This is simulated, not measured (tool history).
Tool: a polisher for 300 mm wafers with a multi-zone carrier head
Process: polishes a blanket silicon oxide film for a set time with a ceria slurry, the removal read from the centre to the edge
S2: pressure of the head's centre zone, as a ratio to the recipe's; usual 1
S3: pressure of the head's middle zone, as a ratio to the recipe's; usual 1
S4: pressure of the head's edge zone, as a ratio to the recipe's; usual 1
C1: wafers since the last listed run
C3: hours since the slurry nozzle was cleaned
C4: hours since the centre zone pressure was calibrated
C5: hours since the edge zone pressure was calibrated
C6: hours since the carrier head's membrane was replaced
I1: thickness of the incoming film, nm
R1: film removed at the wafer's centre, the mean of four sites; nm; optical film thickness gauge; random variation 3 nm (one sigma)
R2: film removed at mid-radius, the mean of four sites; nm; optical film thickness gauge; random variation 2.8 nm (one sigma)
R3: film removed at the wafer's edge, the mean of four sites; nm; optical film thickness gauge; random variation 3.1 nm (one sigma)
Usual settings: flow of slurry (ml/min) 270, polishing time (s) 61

{"run": 1, "hour": 0.0, "flow of slurry (ml/min)": 270, "S2": 1, "S3": 1, "S4": 1, "polishing time (s)": 61, "C1": 0, "wafers polished on this pad": 383, "C3": 217.8, "C4": 257.3, "C5": 469.1, "C6": 547.6, "I1": 790, "R1": 229.2, "R2": 223.7, "R3": 221.6}
{"hour": 43.0, "done": "slurry nozzle cleaned"}
{"run": 2, "hour": 54.6, "flow of slurry (ml/min)": 270, "S2": 1, "S3": 1, "S4": 1, "polishing time (s)": 61, "C1": 470, "wafers polished on this pad": 853, "C3": 11.6, "C4": 311.9, "C5": 523.7, "C6": 602.2, "I1": 783.4, "R1": 232.5, "R2": 223.8, "R3": 223.8}
{"hour": 70.6, "done": "edge zone pressure recalibrated"}
{"run": 3, "hour": 89.6, "flow of slurry (ml/min)": 270, "S2": 1, "S3": 1, "S4": 1, "polishing time (s)": 61, "C1": 289, "wafers polished on this pad": 1143, "C3": 46.6, "C4": 346.9, "C5": 19, "C6": 637.2, "I1": 792.6, "R1": 240.9, "R2": 225.1, "R3": 225.3}
{"run": 4, "hour": 122.5, "flow of slurry (ml/min)": 270, "S2": 1, "S3": 1, "S4": 1, "polishing time (s)": 61, "C1": 288, "wafers polished on this pad": 1432, "C3": 79.5, "C4": 379.8, "C5": 51.9, "C6": 670.1, "I1": 773.8, "R1": 236.6, "R2": 225, "R3": 220.9}
{"hour": 163.4, "done": "centre zone pressure recalibrated"}
{"run": 5, "hour": 168.7, "flow of slurry (ml/min)": 270, "S2": 1, "S3": 1, "S4": 1, "polishing time (s)": 70, "C1": 387, "wafers polished on this pad": 1820, "C3": 125.7, "C4": 5.3, "C5": 98.1, "C6": 716.3, "I1": 787.2, "R1": 276.2, "R2": 257.4, "R3": 255.7}
{"hour": 177.1, "done": "worn pad replaced by a new one"}
{"run": 6, "hour": 217.6, "flow of slurry (ml/min)": 270, "S2": 1, "S3": 1, "S4": 1, "polishing time (s)": 61, "C1": 393, "wafers polished on this pad": 355, "C3": 174.6, "C4": 54.2, "C5": 147, "C6": 765.2, "I1": 793.1, "R1": 251.9, "R2": 225, "R3": 215.7}
{"run": 7, "hour": 268.1, "flow of slurry (ml/min)": 270, "S2": 1, "S3": 1, "S4": 1, "polishing time (s)": 61, "C1": 443, "wafers polished on this pad": 798, "C3": 225.1, "C4": 104.7, "C5": 197.5, "C6": 815.7, "I1": 773.4, "R1": 257, "R2": 221.1, "R3": 217}
{"run": 8, "hour": 295.6, "flow of slurry (ml/min)": 270, "S2": 0.96, "S3": 1, "S4": 1.11, "polishing time (s)": 61, "C1": 241, "wafers polished on this pad": 1039, "C3": 252.6, "C4": 132.2, "C5": 225, "C6": 843.2, "I1": 777.9, "R1": 241.3, "R2": 227.8, "R3": 234.8}
{"hour": 300.9, "done": "slurry nozzle cleaned"}
{"hour": 330.1, "done": "carrier head's membrane replaced by a new one"}
{"run": 9, "hour": 367.4, "flow of slurry (ml/min)": 270, "S2": 0.96, "S3": 1.07, "S4": 1.05, "polishing time (s)": 61, "C1": 577, "wafers polished on this pad": 1617, "C3": 66.5, "C4": 204, "C5": 296.8, "C6": 37.3, "I1": 771, "R1": 242.9, "R2": 238.3, "R3": 225.8}
{"run": 10, "hour": 406.5, "flow of slurry (ml/min)": 270, "S2": 1, "S3": 1, "S4": 1.11, "polishing time (s)": 74, "C1": 343, "wafers polished on this pad": 1960, "C3": 105.6, "C4": 243.1, "C5": 335.9, "C6": 76.4, "I1": 774.9, "R1": 312.4, "R2": 272.6, "R3": 282.4}
{"hour": 429.6, "done": "centre zone pressure recalibrated, repeated, since the last time left the tool worse"}
{"hour": 449.2, "done": "worn pad replaced by a new one"}
{"run": 11, "hour": 502.7, "flow of slurry (ml/min)": 270, "S2": 1, "S3": 1.03, "S4": 1, "polishing time (s)": 61, "C1": 791, "wafers polished on this pad": 469, "C3": 201.8, "C4": 73.1, "C5": 432.1, "C6": 172.6, "I1": 789.9, "R1": 231.8, "R2": 231, "R3": 220}
{"run": 12, "hour": 559.8, "flow of slurry (ml/min)": 365, "S2": 1, "S3": 0.93, "S4": 1, "polishing time (s)": 51, "C1": 501, "wafers polished on this pad": 970, "C3": 258.9, "C4": 130.2, "C5": 489.2, "C6": 229.7, "I1": 780.7, "R1": 196.2, "R2": 181.6, "R3": 185}
{"hour": 572.8, "done": "slurry nozzle cleaned"}
{"run": 13, "hour": 607.7, "flow of slurry (ml/min)": 270, "S2": 1.08, "S3": 1.07, "S4": 1.04, "polishing time (s)": 67, "C1": 411, "wafers polished on this pad": 1381, "C3": 34.9, "C4": 178.1, "C5": 537.1, "C6": 277.6, "I1": 782, "R1": 272.3, "R2": 261.4, "R3": 253.5}
{"hour": 623.2, "done": "edge zone pressure recalibrated"}
{"run": 14, "hour": 659.7, "flow of slurry (ml/min)": 270, "S2": 1, "S3": 1.11, "S4": 1, "polishing time (s)": 46, "C1": 438, "wafers polished on this pad": 1820, "C3": 86.9, "C4": 230.1, "C5": 36.5, "C6": 329.6, "I1": 785.6, "R1": 177.3, "R2": 181.5, "R3": 167.8}
{"run": 15, "hour": 698.4, "flow of slurry (ml/min)": 235, "S2": 1, "S3": 1, "S4": 1, "polishing time (s)": 67, "C1": 339, "wafers polished on this pad": 2160, "C3": 125.6, "C4": 268.8, "C5": 75.2, "C6": 368.3, "I1": 777.7, "R1": 252.6, "R2": 242, "R3": 240.2}
{"hour": 710.3, "done": "worn pad replaced by a new one"}
{"run": 16, "hour": 741.3, "flow of slurry (ml/min)": 270, "S2": 1, "S3": 1, "S4": 1, "polishing time (s)": 61, "C1": 341, "wafers polished on this pad": 271, "C3": 168.5, "C4": 311.7, "C5": 118.1, "C6": 411.2, "I1": 776.3, "R1": 235.5, "R2": 227.4, "R3": 220.9}
{"run": 17, "hour": 790.9, "flow of slurry (ml/min)": 270, "S2": 1, "S3": 1, "S4": 1, "polishing time (s)": 61, "C1": 435, "wafers polished on this pad": 707, "C3": 218.1, "C4": 361.3, "C5": 167.7, "C6": 460.8, "I1": 777, "R1": 232.9, "R2": 223.9, "R3": 221.9}
{"hour": 812.5, "done": "centre zone pressure recalibrated"}
{"hour": 813.0, "done": "slurry nozzle cleaned"}
{"run": 18, "hour": 834.0, "flow of slurry (ml/min)": 270, "S2": 1, "S3": 1, "S4": 1, "polishing time (s)": 44, "C1": 356, "wafers polished on this pad": 1063, "C3": 21, "C4": 21.5, "C5": 210.8, "C6": 503.9, "I1": 782.7, "R1": 159.8, "R2": 159.7, "R3": 156.8}
{"run": 19, "hour": 897.9, "flow of slurry (ml/min)": 270, "S2": 1, "S3": 1.1, "S4": 1, "polishing time (s)": 51, "C1": 560, "wafers polished on this pad": 1624, "C3": 84.9, "C4": 85.4, "C5": 274.7, "C6": 567.8, "I1": 771.3, "R1": 186.9, "R2": 202.2, "R3": 185.8}
{"run": 20, "hour": 922.4, "flow of slurry (ml/min)": 210, "S2": 1, "S3": 1.08, "S4": 1.11, "polishing time (s)": 67, "C1": 214, "wafers polished on this pad": 1839, "C3": 109.4, "C4": 109.9, "C5": 299.2, "C6": 592.3, "I1": 776.8, "R1": 242.3, "R2": 252.9, "R3": 247.5}
{"hour": 972.8, "done": "worn pad replaced by a new one"}
{"run": 21, "hour": 987.8, "flow of slurry (ml/min)": 270, "S2": 1, "S3": 1, "S4": 1, "polishing time (s)": 61, "C1": 538, "wafers polished on this pad": 131, "C3": 174.8, "C4": 175.3, "C5": 364.6, "C6": 657.7, "I1": 793.1, "R1": 230.7, "R2": 219.8, "R3": 218.9}

The tool's hidden state at each run:
removal rate lost through wear of the pad, %: 0 in every run
slurry flow missing at the pad, %: 0 in every run
deviation of the edge zone's pressure from its setpoint, %: 0 in every run
H1: deviation of the centre zone's pressure from its setpoint, %
run=1 H1=3.37
run=2 H1=4.2
run=3 H1=4.73
run=4 H1=5.23
run=5 H1=11.7
run=6 H1=12.4
run=7 H1=13.2
run=8 H1=13.6
run=9 H1=14.7
run=10 H1=15.3
run=11 H1=1.1
run=12 H1=1.97
run=13 H1=2.7
run=14 H1=3.49
run=15 H1=4.08
run=16 H1=4.73
run=17 H1=5.48
run=18 H1=-0.435
run=19 H1=0.537
run=20 H1=0.91
run=21 H1=1.9

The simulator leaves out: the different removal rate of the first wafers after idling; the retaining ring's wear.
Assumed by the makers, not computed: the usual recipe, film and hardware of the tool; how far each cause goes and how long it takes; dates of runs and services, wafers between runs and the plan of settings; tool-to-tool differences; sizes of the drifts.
